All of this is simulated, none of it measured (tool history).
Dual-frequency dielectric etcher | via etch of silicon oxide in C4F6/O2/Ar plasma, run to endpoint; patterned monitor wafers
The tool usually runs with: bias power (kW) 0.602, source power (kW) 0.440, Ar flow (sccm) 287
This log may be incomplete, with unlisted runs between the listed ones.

run   hour  bias power (kW)  source power (kW)  Ar flow (sccm)  wafers since the last listed run  hours since the last wet clean  hours since the last bias power generator calibration  hours since the last source power generator calibration  hours since the last Ar flow controller change  hours since the last upper electrode change  incoming incoming film thickness, nm  endpoint time (s)
  1    0.0            0.602              0.440             305                                 0                           212.2                                                 2485.5                                                   4490.8                                          4285.8                                       3787.7                                 144.5               27.2
  2   14.6            0.507              0.440             287                               249                           226.8                                                 2500.1                                                   4505.4                                          4300.4                                       3802.3                                 145.8               29.9
  3   20.6            0.602              0.440             287                               102                           232.8                                                 2506.1                                                   4511.4                                          4306.4                                       3808.3                                 144.2               26.7
  4   35.5            0.602              0.440             287                               254                           247.7                                                 2521.0                                                   4526.3                                          4321.3                                       3823.2                                 144.6               26.7
  5   47.4            0.602              0.440             287                               203                           259.6                                                 2532.9                                                   4538.2                                          4333.2                                       3835.1                                 145.1               26.8
  6   63.4            0.491              0.390             287                               273                           275.6                                                 2548.9                                                   4554.2                                          4349.2                                       3851.1                                 144.8               31.6
  7   75.3            0.491              0.390             287                               203                           287.5                                                 2560.8                                                   4566.1                                          4361.1                                       3863.0                                 144.4               31.1
  8   83.6            0.602              0.510             287                               141                           295.8                                                 2569.1                                                   4574.4                                          4369.4                                       3871.3                                 144.6               25.0
     113.5  -- upper electrode replaced
  9  114.0            0.602              0.510             287                               109                           326.2                                                 2599.5                                                   4604.8                                          4399.8                                          0.5                                 144.9               25.0
 10  114.4            0.551              0.440             265                                 6                           326.6                                                 2599.9                                                   4605.2                                          4400.2                                          0.9                                 145.2               28.0
     128.0  -- source power generator calibrated
     141.7  -- wet clean of the chamber
 11  142.2            0.602              0.440             287                               172                             0.5                                                 2627.7                                                     14.2                                          4428.0                                         28.7                                 143.6               27.0
 12  142.5            0.716              0.440             287                                 5                             0.8                                                 2628.0                                                     14.5                                          4428.3                                         29.0                                 143.1               24.5
     147.6  -- bias power generator calibrated
 13  148.1            0.542              0.440             339                                27                             6.4                                                    0.5                                                     20.1                                          4433.9                                         34.6                                 143.0               29.2
 14  161.1            0.542              0.440             339                               221                            19.4                                                   13.5                                                     33.1                                          4446.9                                         47.6                                 143.8               29.3
     173.6  -- Ar flow controller replaced
 15  175.0            0.602              0.440             239                               134                            33.3                                                   27.4                                                     47.0                                             1.4                                         61.5                                 144.6               26.9
 16  188.3            0.602              0.360             254                               227                            46.6                                                   40.7                                                     60.3                                            14.7                                         74.8                                 145.6               29.8
 17  202.2            0.702              0.500             348                               237                            60.5                                                   54.6                                                     74.2                                            28.6                                         88.7                                 146.2               24.4
 18  212.5            0.602              0.440             287                               175                            70.8                                                   64.9                                                     84.5                                            38.9                                         99.0                                 145.1               26.9
 19  225.2            0.691              0.440             287                               216                            83.5                                                   77.6                                                     97.2                                            51.6                                        111.7                                 144.8               25.0

Here are 5 independent what-if runs from the current tool condition. What would each one return?
  A  225.6            0.641              0.440             287                                 6                            83.9                                                   78.0                                                     97.6                                            52.0                                        112.1                                 145.1                  ?
  B  225.6            0.506              0.540             263                                 6                            83.9                                                   78.0                                                     97.6                                            52.0                                        112.1                                 145.1                  ?
  C  225.6            0.661              0.510             347                                 6                            83.9                                                   78.0                                                     97.6                                            52.0                                        112.1                                 145.1                  ?
  D  225.6            0.501              0.440             331                                 6                            83.9                                                   78.0                                                     97.6                                            52.0                                        112.1                                 145.1                  ?
  E  225.6            0.602              0.440             218                                 6                            83.9                                                   78.0                                                     97.6                                            52.0                                        112.1                                 145.1                  ?

run  endpoint time (s)
  A               26.1
  B               27.4
  C               24.6
  D               30.6
  E               26.4
Had the tool no hidden state, the same runs would have come out as:
run  endpoint time (s)
  A               26.6
  B               27.9
  C               25.1
  D               31.2
  E               27.0
